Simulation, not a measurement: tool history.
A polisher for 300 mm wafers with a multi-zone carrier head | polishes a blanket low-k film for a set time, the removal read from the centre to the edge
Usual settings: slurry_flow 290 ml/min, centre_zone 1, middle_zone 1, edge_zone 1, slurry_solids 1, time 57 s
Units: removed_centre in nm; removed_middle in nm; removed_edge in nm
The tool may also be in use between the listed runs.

run   hour  slurry_flow  centre_zone  middle_zone  edge_zone  slurry_solids  time  incoming thickness of the incoming film, nm  removed_centre  removed_middle  removed_edge
  1      0          225            1            1          1              1    57                                        488.4            13.9            16.6          16.8
  2     29          290            1            1          1              1    57                                        492.4            13.5            16.1          16.1
      53.9  -- worn pad replaced by a new one
  3   54.4          290            1            1          1              1    57                                        480.2              15            17.8          17.5
  4   63.1          290            1            1          1              1    57                                        500.6            14.7            17.8            18
  5   78.8          290            1            1          1              1    57                                        486.9            14.5            17.5          17.7
  6   92.2          290            1            1          1              1    57                                        489.5            14.6            17.3          17.5
  7  105.8          290         0.95            1          1            0.8    57                                        498.7            12.6            15.6          15.5
  8  129.7          290         0.95            1          1            0.8    57                                        500.3              12            14.7            15
     144.8  -- worn pad replaced by a new one
  9  145.3          290         0.95            1          1            0.8    57                                        487.8            12.7              16          16.3
       154  -- carrier head's membrane replaced by a new one
 10  176.4          290            1            1       1.04              1    47                                        494.5            12.2            14.7          14.8
     185.1  -- edge zone pressure recalibrated
 11  202.7          290            1            1          1            1.3    38                                        496.7            10.6            12.3          12.5
     253.5  -- worn pad replaced by a new one
     255.7  -- slurry nozzle cleaned
 12  290.8          290         1.06         0.91          1              1    57                                        488.2            15.4            16.3          17.6
 13  317.2          380          0.9            1          1              1    57                                        492.3            12.6            17.2          17.1
     339.9  -- worn pad replaced by a new one
     362.2  -- centre zone pressure recalibrated
 14  377.3          290            1            1          1              1    57                                        487.1            17.2            17.7          17.5
 15  393.3          290         1.12            1          1              1    57                                        488.6            18.3            17.1          17.5
 16  419.4          290            1            1          1           0.85    57                                        489.8            14.2            15.3          15.1
     436.3  -- worn pad replaced by a new one
 17  454.5          290            1            1          1              1    57                                        495.2              17            17.9          17.5
 18  472.9          290            1            1          1              1    76                                        480.4              22            23.1          23.2

Measured less the same run without the tool's hidden state. The same run-to-run variation is in both; the gauge's scatter may not be:
The hidden state here: removal rate lost through wear of the pad, %; slurry flow missing at the pad, %; deviation of the centre zone's pressure from its setpoint, %; deviation of the edge zone's pressure from its setpoint, %.
run  removed_centre  removed_middle  removed_edge
  1              -3            -0.9          -0.8
  2              -4            -2.1            -2
  3            -2.7            -0.3          -0.3
  4            -2.7            -0.4          -0.4
  5            -2.8            -0.5          -0.5
  6            -3.1            -0.8          -0.7
  7            -2.9              -1            -1
  8            -3.7            -1.7          -1.8
  9            -2.4            -0.3          -0.3
 10            -2.5            -0.5          -0.6
 11            -2.7              -1          -0.9
 12            -3.3            -0.6          -0.6
 13            -3.5            -1.4          -1.4
 14            -0.6            -0.5          -0.5
 15            -1.2            -0.9          -0.9
 16              -2            -1.8          -1.8
 17            -0.7            -0.3          -0.3
 18            -1.5            -0.8          -0.8
